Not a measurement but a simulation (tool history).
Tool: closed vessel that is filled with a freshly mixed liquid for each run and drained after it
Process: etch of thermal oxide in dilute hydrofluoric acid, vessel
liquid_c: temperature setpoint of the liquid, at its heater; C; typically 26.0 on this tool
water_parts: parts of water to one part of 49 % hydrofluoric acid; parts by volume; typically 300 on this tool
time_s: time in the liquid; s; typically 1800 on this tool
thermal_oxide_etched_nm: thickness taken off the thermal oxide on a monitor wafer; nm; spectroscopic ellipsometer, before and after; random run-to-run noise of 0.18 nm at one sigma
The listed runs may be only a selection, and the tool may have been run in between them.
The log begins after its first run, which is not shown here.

run	hour	liquid_c	water_parts	time_s	read-back film thickness of the thermal oxide reference wafer, read on the same gauge (nm)	thermal_oxide_etched_nm
2	87.6	26.0	300	1800	69.95	25.35
# hour 180.6: hydrofluoric acid flow meter replaced
3	186.8	26.0	300	1800	69.98	24.77
4	282.5	26.0	300	1800	69.96	25.12
# hour 301.1: thermometer replaced
5	330.5	26.0	300	1800	70.01	24.88
6	427.3	26.0	300	1800	69.97	24.93
7	506.3	26.0	300	1800	70.02	24.75
8	561.6	26.0	300	1800	69.99	25.25
9	633.3	26.0	300	1800	70.04	25.43
10	731.6	26.0	300	1800	69.96	25.98
# hour 802.4: hydrofluoric acid flow meter replaced
# hour 812.7: gauge calibrated
11	834.7	26.0	300	1800	69.99	24.72
12	882.2	26.0	300	1800	70.00	24.99
13	949.6	26.0	415	1800	69.97	16.29
14	988.9	27.5	300	2720	69.96	40.02
15	1032.2	26.0	300	1800	70.00	25.37
16	1100.8	26.0	435	1800	69.99	15.44
17	1153.6	26.0	185	1800	70.03	46.82
18	1281.6	26.0	300	1800	69.99	25.75
19	1321.6	26.0	215	1800	69.99	39.09
20	1372.0	26.0	300	1800	70.02	25.75
21	1474.7	29.0	300	2585	70.00	41.16
# hour 1547.0: hydrofluoric acid flow meter replaced
22	1571.6	26.0	300	1800	70.02	24.71
23	1673.4	26.0	425	2665	70.01	23.06
24	1754.6	26.0	155	1800	69.99	56.93

Forecast run 25:
25	1807.8	28.5	300	2145	?	?

read-back film thickness of the thermal oxide reference wafer, read on the same gauge (nm): 70.02
thermal_oxide_etched_nm: 32.54 nm
On a tool with no hidden condition, and with the same random variation, this run would have come out at thermal_oxide_etched_nm 31.71 nm.
